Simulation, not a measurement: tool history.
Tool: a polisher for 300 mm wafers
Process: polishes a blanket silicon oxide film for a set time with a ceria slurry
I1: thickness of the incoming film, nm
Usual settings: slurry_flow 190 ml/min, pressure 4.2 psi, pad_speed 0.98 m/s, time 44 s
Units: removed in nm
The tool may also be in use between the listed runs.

Run 1, hour 0.0: usual settings; I1 718.4. Result: removed 246.2 nm.
At hour 71.8: slurry nozzle cleaned.
Run 2, hour 72.3: usual settings; I1 718.9. Result: removed 247.3 nm.
Run 3, hour 392.3: usual settings; I1 722.8. Result: removed 239.9 nm.
Run 4, hour 438.6: usual settings; I1 727.0. Result: removed 238.6 nm.
Run 5, hour 476.0: usual settings; I1 719.1. Result: removed 239.1 nm.
At hour 509.4: worn pad replaced by a new one.
Run 6, hour 531.2: usual settings; I1 733.7. Result: removed 246.9 nm.
Run 7, hour 627.2: usual settings; I1 719.1. Result: removed 243.2 nm.
Run 8, hour 667.7: usual settings; I1 718.9. Result: removed 245.6 nm.
At hour 742.4: head pressure recalibrated.
At hour 840.2: slurry nozzle cleaned.
Run 9, hour 905.8: usual settings; I1 720.9. Result: removed 244.2 nm.
Run 10, hour 998.1: usual settings; I1 720.3. Result: removed 243.7 nm.
Run 11, hour 1107.6: usual settings; I1 715.8. Result: removed 240.1 nm.
Run 12, hour 1183.6: usual settings but slurry_flow 175 ml/min; I1 704.8. Result: removed 235.7 nm.
At hour 1220.2: worn pad replaced by a new one.
Run 13, hour 1254.4: usual settings but pressure 3.4 psi; I1 728.2. Result: removed 199.2 nm.
Run 14, hour 1318.9: usual settings; I1 713.8. Result: removed 247.7 nm.
Run 15, hour 1401.4: usual settings but slurry_flow 145 ml/min, pressure 3.0 psi, pad_speed 0.66 m/s, time 33 s; I1 710.6. Result: removed 91.9 nm.
Run 16, hour 1494.5: usual settings; I1 729.0. Result: removed 246.0 nm.
At hour 1545.3: head pressure recalibrated.
Run 17, hour 1578.5: usual settings but pressure 3.1 psi, time 51 s; I1 735.4. Result: removed 205.6 nm.
At hour 1629.3: slurry nozzle cleaned.
Run 18, hour 1665.5: usual settings but slurry_flow 160 ml/min, time 38 s; I1 722.3. Result: removed 204.4 nm.
Run 19, hour 1716.1: usual settings but slurry_flow 130 ml/min; I1 727.5. Result: removed 228.9 nm.
Run 20, hour 1765.9: usual settings but time 58 s; I1 720.6. Result: removed 312.2 nm.
Run 21, hour 1846.5: usual settings but pad_speed 1.16 m/s; I1 707.7. Result: removed 275.9 nm.
At hour 2000.8: worn pad replaced by a new one.
Run 22, hour 2024.1: usual settings; I1 713.8. Result: removed 245.0 nm.
Run 23, hour 2106.9: usual settings but slurry_flow 170 ml/min, pressure 3.8 psi, pad_speed 1.30 m/s, time 37 s; I1 722.8. Result: removed 238.6 nm.
Run 24, hour 2180.3: usual settings; I1 712.1. Result: removed 248.7 nm.
Run 25, hour 2241.8: usual settings but pressure 5.3 psi, time 56 s; I1 718.4. Result: removed 400.6 nm.
Run 26, hour 2283.2: usual settings but slurry_flow 145 ml/min, time 34 s; I1 713.5. Result: removed 184.1 nm.
At hour 2318.9: head pressure recalibrated.
Run 27, hour 2366.8: usual settings but slurry_flow 175 ml/min, pad_speed 0.84 m/s, time 58 s; I1 727.2. Result: removed 277.9 nm.
Run 28, hour 2406.5: usual settings; I1 720.3. Result: removed 243.3 nm.
At hour 2441.3: slurry nozzle cleaned.
Run 29, hour 2483.2: usual settings but slurry_flow 245 ml/min, pad_speed 0.76 m/s, time 37 s; I1 720.4. Result: removed 168.2 nm.
Run 30, hour 2563.9: usual settings but slurry_flow 245 ml/min, pressure 5.0 psi, pad_speed 1.10 m/s; I1 735.7. Result: removed 323.0 nm.
Run 31, hour 2606.4: usual settings; I1 709.3. Result: removed 238.8 nm.
Run 32, hour 2666.7: usual settings but slurry_flow 135 ml/min, pressure 3.4 psi, pad_speed 1.10 m/s, time 35 s; I1 710.9. Result: removed 162.3 nm.
Run 33, hour 2746.9: usual settings but pressure 5.7 psi; I1 715.3. Result: removed 321.6 nm.

Forecast run 34:
At hour 2775.0: worn pad replaced by a new one.
Run 34, hour 2793.4: usual settings but pressure 5.4 psi; I1 715.9. Result: removed ?.

Run 34 gave removed 320.5 nm.
Without the tool's hidden state the same run would have given removed 322.9 nm.

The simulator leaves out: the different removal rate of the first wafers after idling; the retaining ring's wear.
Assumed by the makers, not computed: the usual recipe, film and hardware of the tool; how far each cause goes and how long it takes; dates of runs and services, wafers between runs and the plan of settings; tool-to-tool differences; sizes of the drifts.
